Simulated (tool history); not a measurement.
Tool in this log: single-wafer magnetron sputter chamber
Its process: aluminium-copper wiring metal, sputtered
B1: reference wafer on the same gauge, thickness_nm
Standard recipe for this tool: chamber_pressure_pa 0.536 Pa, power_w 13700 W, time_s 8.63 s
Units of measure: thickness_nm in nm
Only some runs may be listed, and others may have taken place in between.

{"run": 1, "hour": 0.0, "chamber_pressure_pa": 0.384, "power_w": 13700, "time_s": 8.63, "B1": 164.097, "thickness_nm": 190.215}
{"run": 2, "hour": 47.1, "chamber_pressure_pa": 0.536, "power_w": 13700, "time_s": 8.63, "B1": 163.954, "thickness_nm": 181.257}
{"run": 3, "hour": 77.5, "chamber_pressure_pa": 0.536, "power_w": 13700, "time_s": 8.63, "B1": 164.105, "thickness_nm": 183.206}
{"run": 4, "hour": 128.0, "chamber_pressure_pa": 0.536, "power_w": 13700, "time_s": 8.63, "B1": 163.791, "thickness_nm": 182.026}
{"run": 5, "hour": 184.6, "chamber_pressure_pa": 0.536, "power_w": 13700, "time_s": 8.63, "B1": 163.921, "thickness_nm": 178.613}
{"run": 6, "hour": 247.7, "chamber_pressure_pa": 0.536, "power_w": 13700, "time_s": 8.63, "B1": 163.872, "thickness_nm": 181.165}
{"hour": 288.6, "done": "sputter target and shields replaced"}
{"run": 7, "hour": 293.9, "chamber_pressure_pa": 0.536, "power_w": 13700, "time_s": 8.63, "B1": 163.843, "thickness_nm": 191.852}
{"run": 8, "hour": 327.9, "chamber_pressure_pa": 0.375, "power_w": 13700, "time_s": 7.58, "B1": 163.94, "thickness_nm": 175.257}
{"run": 9, "hour": 352.4, "chamber_pressure_pa": 0.536, "power_w": 14650, "time_s": 8.63, "B1": 164.172, "thickness_nm": 202.601}
{"run": 10, "hour": 380.1, "chamber_pressure_pa": 0.536, "power_w": 13700, "time_s": 9.96, "B1": 164.346, "thickness_nm": 215.795}
{"run": 11, "hour": 417.2, "chamber_pressure_pa": 0.536, "power_w": 13700, "time_s": 9.96, "B1": 164.003, "thickness_nm": 214.391}
{"run": 12, "hour": 478.9, "chamber_pressure_pa": 0.384, "power_w": 13700, "time_s": 9.54, "B1": 163.974, "thickness_nm": 213.09}
{"run": 13, "hour": 522.6, "chamber_pressure_pa": 0.663, "power_w": 11100, "time_s": 10.18, "B1": 164.074, "thickness_nm": 170.17}
{"hour": 548.1, "done": "gauge calibrated"}
{"hour": 561.7, "done": "capacitance manometer re-zeroed and calibrated"}
{"run": 14, "hour": 562.2, "chamber_pressure_pa": 0.369, "power_w": 13700, "time_s": 9.08, "B1": 163.857, "thickness_nm": 196.259}
{"run": 15, "hour": 586.5, "chamber_pressure_pa": 0.636, "power_w": 12600, "time_s": 9.08, "B1": 163.974, "thickness_nm": 166.664}
{"run": 16, "hour": 623.7, "chamber_pressure_pa": 0.536, "power_w": 13700, "time_s": 8.63, "B1": 164.085, "thickness_nm": 178.029}
{"run": 17, "hour": 679.3, "chamber_pressure_pa": 0.536, "power_w": 13700, "time_s": 8.63, "B1": 164.082, "thickness_nm": 177.132}
{"hour": 710.5, "done": "sputter target and shields replaced"}
{"run": 18, "hour": 723.2, "chamber_pressure_pa": 0.696, "power_w": 10350, "time_s": 10.1, "B1": 163.926, "thickness_nm": 159.779}
{"run": 19, "hour": 787.9, "chamber_pressure_pa": 0.417, "power_w": 16750, "time_s": 7.93, "B1": 164.125, "thickness_nm": 212.22}
{"hour": 822.7, "done": "magnet pack replaced"}
{"run": 20, "hour": 851.6, "chamber_pressure_pa": 0.384, "power_w": 13700, "time_s": 8.63, "B1": 164.293, "thickness_nm": 189.656}
{"run": 21, "hour": 923.2, "chamber_pressure_pa": 0.451, "power_w": 10650, "time_s": 8.63, "B1": 164.092, "thickness_nm": 144.098}
{"run": 22, "hour": 984.2, "chamber_pressure_pa": 0.536, "power_w": 12700, "time_s": 9.53, "B1": 163.85, "thickness_nm": 183.479}
{"run": 23, "hour": 1048.6, "chamber_pressure_pa": 0.536, "power_w": 13700, "time_s": 8.63, "B1": 163.751, "thickness_nm": 178.628}
{"run": 24, "hour": 1098.9, "chamber_pressure_pa": 0.379, "power_w": 12750, "time_s": 8.63, "B1": 164.061, "thickness_nm": 173.27}
{"hour": 1125.5, "done": "sputter target and shields replaced"}
{"run": 25, "hour": 1169.9, "chamber_pressure_pa": 0.629, "power_w": 16750, "time_s": 8.63, "B1": 163.988, "thickness_nm": 222.571}
{"run": 26, "hour": 1224.6, "chamber_pressure_pa": 0.433, "power_w": 12450, "time_s": 8.63, "B1": 164.174, "thickness_nm": 172.957}
{"run": 27, "hour": 1250.5, "chamber_pressure_pa": 0.536, "power_w": 13700, "time_s": 8.63, "B1": 164.003, "thickness_nm": 183.037}
{"run": 28, "hour": 1310.0, "chamber_pressure_pa": 0.365, "power_w": 16250, "time_s": 6.95, "B1": 163.922, "thickness_nm": 182.378}
{"run": 29, "hour": 1334.4, "chamber_pressure_pa": 0.536, "power_w": 13700, "time_s": 8.63, "B1": 164.014, "thickness_nm": 181.084}
{"run": 30, "hour": 1372.6, "chamber_pressure_pa": 0.536, "power_w": 16700, "time_s": 10.28, "B1": 164.078, "thickness_nm": 259.74}
{"run": 31, "hour": 1441.7, "chamber_pressure_pa": 0.536, "power_w": 13700, "time_s": 9.42, "B1": 164.159, "thickness_nm": 197.023}
{"run": 32, "hour": 1469.8, "chamber_pressure_pa": 0.378, "power_w": 10800, "time_s": 10.08, "B1": 164.003, "thickness_nm": 171.721}
{"hour": 1538.3, "done": "sputter target and shields replaced"}
{"run": 33, "hour": 1538.8, "chamber_pressure_pa": 0.536, "power_w": 13700, "time_s": 8.63, "B1": 164.276, "thickness_nm": 191.308}
{"run": 34, "hour": 1574.3, "chamber_pressure_pa": 0.591, "power_w": 11150, "time_s": 10.26, "B1": 164.084, "thickness_nm": 180.391}
{"run": 35, "hour": 1696.0, "chamber_pressure_pa": 0.333, "power_w": 15350, "time_s": 8.17, "B1": 164.42, "thickness_nm": 206.9}

Here are 3 independent what-if runs from the current tool condition. What would each one return?
{"run": "A", "hour": 1696.4, "chamber_pressure_pa": 0.346, "power_w": 13700, "time_s": 8.63, "B1": "?", "thickness_nm": "?"}
{"run": "B", "hour": 1696.4, "chamber_pressure_pa": 0.366, "power_w": 12300, "time_s": 7.1, "B1": "?", "thickness_nm": "?"}
{"run": "C", "hour": 1696.4, "chamber_pressure_pa": 0.536, "power_w": 13700, "time_s": 9.7, "B1": "?", "thickness_nm": "?"}

run=A B1=164.11 thickness_nm=193.302
run=B B1=164.11 thickness_nm=142.139
run=C B1=164.11 thickness_nm=205.392
Had the tool no hidden state, the same runs would have come out as:
run=A thickness_nm=201.355
run=B thickness_nm=148.019
run=C thickness_nm=213.394

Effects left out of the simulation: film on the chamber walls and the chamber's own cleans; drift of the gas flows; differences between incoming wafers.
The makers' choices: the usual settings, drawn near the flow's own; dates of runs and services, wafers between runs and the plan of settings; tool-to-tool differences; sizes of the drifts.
